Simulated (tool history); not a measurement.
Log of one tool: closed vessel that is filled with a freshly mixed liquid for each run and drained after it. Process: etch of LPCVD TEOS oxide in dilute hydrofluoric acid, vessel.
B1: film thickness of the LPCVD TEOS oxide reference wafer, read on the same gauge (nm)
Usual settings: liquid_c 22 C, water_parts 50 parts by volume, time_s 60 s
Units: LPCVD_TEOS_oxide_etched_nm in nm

Run 1, day 0: usual settings; B1 130.03. Result: LPCVD_TEOS_oxide_etched_nm 18.51 nm.
Run 2, day 0.354: usual settings; B1 130. Result: LPCVD_TEOS_oxide_etched_nm 18.42 nm.
Run 3, day 1.742: usual settings; B1 130. Result: LPCVD_TEOS_oxide_etched_nm 18.26 nm.
Run 4, day 2.125: usual settings; B1 130.02. Result: LPCVD_TEOS_oxide_etched_nm 18.47 nm.
Run 5, day 2.542: usual settings; B1 129.97. Result: LPCVD_TEOS_oxide_etched_nm 18.3 nm.
At day 2.925: thermometer replaced.
Run 6, day 3.067: usual settings; B1 130.01. Result: LPCVD_TEOS_oxide_etched_nm 18.29 nm.
At day 3.196: hydrofluoric acid flow meter replaced.
Run 7, day 3.679: usual settings; B1 130.01. Result: LPCVD_TEOS_oxide_etched_nm 16.71 nm.
Run 8, day 3.962: usual settings; B1 129.97. Result: LPCVD_TEOS_oxide_etched_nm 16.72 nm.
At day 4.025: gauge calibrated.
Run 9, day 4.317: usual settings; B1 129.99. Result: LPCVD_TEOS_oxide_etched_nm 16.82 nm.
Run 10, day 4.617: usual settings but liquid_c 26 C, time_s 40 s; B1 130.02. Result: LPCVD_TEOS_oxide_etched_nm 13.03 nm.
Run 11, day 5.258: usual settings but liquid_c 24 C, water_parts 70 parts by volume, time_s 45 s; B1 130.02. Result: LPCVD_TEOS_oxide_etched_nm 9.4 nm.
At day 5.371: hydrofluoric acid flow meter replaced, repeated, since the last time left the tool worse.
Run 12, day 5.646: usual settings but liquid_c 26 C, water_parts 25 parts by volume, time_s 95 s; B1 129.99. Result: LPCVD_TEOS_oxide_etched_nm 76.38 nm.
Run 13, day 6.167: usual settings but liquid_c 26 C, time_s 40 s; B1 129.97. Result: LPCVD_TEOS_oxide_etched_nm 15.57 nm.
Run 14, day 6.721: usual settings; B1 130.01. Result: LPCVD_TEOS_oxide_etched_nm 19.92 nm.
Run 15, day 7.125: usual settings but time_s 45 s; B1 130.05. Result: LPCVD_TEOS_oxide_etched_nm 14.89 nm.
Run 16, day 7.708: usual settings but time_s 90 s; B1 130.01. Result: LPCVD_TEOS_oxide_etched_nm 29.74 nm.
Run 17, day 8.358: usual settings but liquid_c 26 C, time_s 40 s; B1 130.03. Result: LPCVD_TEOS_oxide_etched_nm 15.54 nm.
Run 18, day 8.829: usual settings but liquid_c 24 C; B1 129.95. Result: LPCVD_TEOS_oxide_etched_nm 21.48 nm.
Run 19, day 9.454: usual settings but liquid_c 17.5 C, water_parts 60 parts by volume, time_s 90 s; B1 130. Result: LPCVD_TEOS_oxide_etched_nm 20.3 nm.

Hidden state or all else? Some run-to-run changes of LPCVD_TEOS_oxide_etched_nm, split into what the settings, what came in and random variation would give without the hidden state, and what is left for the hidden state (with any gauge scatter that isn't in both results):
The hidden state here: liquid hotter than its thermometer reads (K); hydrofluoric acid flow below the setpoint (%); gauge reads high (%).
Run 6 -> 7: hydrofluoric acid flow meter replaced. LPCVD_TEOS_oxide_etched_nm -1.58 nm: hidden state -1.62, all else +0.04.
Run 11 -> 12: liquid_c 24 -> 26, water_parts 70 -> 25, time_s 45 -> 95, hydrofluoric acid flow meter replaced, repeated, since the last time left the tool worse. LPCVD_TEOS_oxide_etched_nm +66.98 nm: hidden state +1.6, all else +65.38.
